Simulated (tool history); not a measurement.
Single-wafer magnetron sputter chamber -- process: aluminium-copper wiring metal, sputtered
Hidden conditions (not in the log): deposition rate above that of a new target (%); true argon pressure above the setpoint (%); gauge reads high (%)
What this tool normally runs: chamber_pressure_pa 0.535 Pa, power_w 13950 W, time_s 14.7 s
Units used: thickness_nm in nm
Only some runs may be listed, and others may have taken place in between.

| run | hour | chamber_pressure_pa | power_w | time_s | wafers since the last listed run | wafers on the sputter target | hours since the last manometer calibration | hours since the magnet pack was replaced | hours since the gauge calibration | read-back reference wafer on the same gauge, thickness_nm | thickness_nm |
|---|---|---|---|---|---|---|---|---|---|---|---|
| 1 | 0.0 | 0.535 | 13950 | 14.7 | 0 | 3698 | 1506.8 | 6864.8 | 144.0 | 382.914 | 372.964 |
| 2 | 86.1 | 0.535 | 13950 | 14.7 | 2317 | 6016 | 1592.9 | 6950.9 | 230.1 | 383.388 | 371.879 |
|  | 147.4 | sputter target and shields replaced |
| 3 | 174.7 | 0.535 | 13950 | 14.7 | 2169 | 736 | 1681.5 | 7039.5 | 318.7 | 383.923 | 373.351 |
| 4 | 276.2 | 0.535 | 13950 | 14.7 | 2732 | 3468 | 1783.0 | 7141.0 | 420.2 | 384.314 | 374.054 |
| 5 | 335.3 | 0.535 | 13950 | 14.7 | 1591 | 5059 | 1842.1 | 7200.1 | 479.3 | 384.925 | 375.127 |
| 6 | 387.1 | 0.535 | 13950 | 14.7 | 1394 | 6454 | 1893.9 | 7251.9 | 531.1 | 385.851 | 375.776 |
| 7 | 426.5 | 0.535 | 11500 | 14.7 | 1060 | 7514 | 1933.3 | 7291.3 | 570.5 | 386.233 | 307.654 |
|  | 449.9 | sputter target and shields replaced |
| 8 | 494.9 | 0.535 | 13950 | 14.7 | 1625 | 1210 | 2001.7 | 7359.7 | 638.9 | 387.421 | 375.724 |
| 9 | 594.3 | 0.449 | 13950 | 14.7 | 2675 | 3886 | 2101.1 | 7459.1 | 738.3 | 388.432 | 396.383 |
|  | 614.3 | magnet pack replaced |
| 10 | 659.3 | 0.705 | 15600 | 13.2 | 1534 | 5420 | 2166.1 | 45.0 | 803.3 | 389.626 | 349.679 |
|  | 728.2 | sputter target and shields replaced |
| 11 | 732.8 | 0.471 | 11600 | 14.7 | 1763 | 122 | 2239.6 | 118.5 | 876.8 | 391.102 | 327.757 |
| 12 | 808.5 | 0.535 | 13950 | 14.7 | 2037 | 2160 | 2315.3 | 194.2 | 952.5 | 392.374 | 383.639 |
|  | 837.5 | gauge calibrated |
|  | 883.9 | capacitance manometer re-zeroed and calibrated |
| 13 | 892.8 | 0.535 | 13950 | 14.7 | 2054 | 4214 | 8.9 | 278.5 | 55.3 | 383.521 | 372.978 |
| 14 | 953.3 | 0.663 | 13950 | 14.7 | 1628 | 5843 | 69.4 | 339.0 | 115.8 | 383.719 | 348.771 |
|  | 1000.3 | sputter target and shields replaced |
| 15 | 1042.4 | 0.603 | 13950 | 14.7 | 2183 | 1132 | 158.5 | 428.1 | 204.9 | 383.897 | 359.977 |
| 16 | 1099.3 | 0.535 | 13950 | 12.7 | 1531 | 2663 | 215.4 | 485.0 | 261.8 | 384.116 | 321.931 |
| 17 | 1174.8 | 0.535 | 13950 | 14.7 | 2032 | 4696 | 290.9 | 560.5 | 337.3 | 384.866 | 374.182 |

What the log doesn't show, run by run:
deposition rate above that of a new target (%): 0, the same for each run
true argon pressure above the setpoint (%): 0, the same for each run
H1: gauge reads high (%)
| run | H1 |
|---|---|
| 1 | -0.0234 |
| 2 | 0.0695 |
| 3 | 0.21 |
| 4 | 0.426 |
| 5 | 0.579 |
| 6 | 0.73 |
| 7 | 0.855 |
| 8 | 1.09 |
| 9 | 1.49 |
| 10 | 1.78 |
| 11 | 2.13 |
| 12 | 2.53 |
| 13 | 0.115 |
| 14 | 0.145 |
| 15 | 0.227 |
| 16 | 0.304 |
| 17 | 0.434 |

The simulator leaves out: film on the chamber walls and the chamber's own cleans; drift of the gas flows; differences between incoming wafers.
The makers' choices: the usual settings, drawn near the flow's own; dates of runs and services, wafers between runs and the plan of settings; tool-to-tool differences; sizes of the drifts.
